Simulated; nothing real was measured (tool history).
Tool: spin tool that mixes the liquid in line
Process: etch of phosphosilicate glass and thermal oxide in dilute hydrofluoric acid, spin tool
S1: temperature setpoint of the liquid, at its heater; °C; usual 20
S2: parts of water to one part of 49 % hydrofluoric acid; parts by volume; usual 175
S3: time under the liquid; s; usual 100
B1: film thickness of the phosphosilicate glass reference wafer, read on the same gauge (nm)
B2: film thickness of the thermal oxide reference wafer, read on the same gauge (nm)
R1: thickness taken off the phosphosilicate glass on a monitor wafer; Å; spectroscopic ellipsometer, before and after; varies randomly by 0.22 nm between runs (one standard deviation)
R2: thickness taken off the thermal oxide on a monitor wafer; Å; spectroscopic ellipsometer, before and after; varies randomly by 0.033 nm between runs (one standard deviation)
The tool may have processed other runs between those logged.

| run | hour | S1 | S2 | S3 | B1 | B2 | R1 | R2 |
|---|---|---|---|---|---|---|---|---|
| 1 | 0 | 20 | 175 | 100 | 70.01 | 150.028 | 409.9 | 21.97 |
| 2 | 21.3 | 20 | 175 | 100 | 70 | 149.986 | 408.8 | 21.89 |
| 3 | 34.1 | 20 | 125 | 100 | 70 | 149.987 | 609.3 | 33.29 |
| 4 | 59.2 | 20 | 125 | 100 | 70.03 | 149.999 | 608.6 | 33.03 |
| 5 | 94.1 | 22 | 175 | 100 | 70.01 | 150.001 | 442.4 | 23.67 |
| 6 | 106.7 | 22 | 175 | 100 | 70 | 149.993 | 442.7 | 24.17 |
|  | 124.1 | gauge calibrated |
| 7 | 130.1 | 20 | 175 | 100 | 70 | 150 | 415.5 | 22.18 |
| 8 | 146.5 | 20 | 175 | 100 | 70.02 | 149.996 | 411.7 | 22.49 |
|  | 149.6 | hydrofluoric acid flow meter replaced |
| 9 | 166.1 | 20 | 175 | 135 | 70 | 150.025 | 559.8 | 30.91 |
| 10 | 181.5 | 24.5 | 260 | 70 | 70 | 150.012 | 210.4 | 11.29 |
| 11 | 197.6 | 20 | 175 | 100 | 70.01 | 150.005 | 415.9 | 23.25 |
| 12 | 226.1 | 20 | 130 | 100 | 69.99 | 149.986 | 590 | 31.45 |

What does the tool deliver on the next run?
| 13 | 251.7 | 17 | 125 | 85 | ? | ? | ? | ? |

B1: 69.98
B2: 150.009
R1: 473.1 Å
R2: 25.71 Å
Minus the tool's unlogged condition, the same run would have read R1 430 Å, R2 23.37 Å.

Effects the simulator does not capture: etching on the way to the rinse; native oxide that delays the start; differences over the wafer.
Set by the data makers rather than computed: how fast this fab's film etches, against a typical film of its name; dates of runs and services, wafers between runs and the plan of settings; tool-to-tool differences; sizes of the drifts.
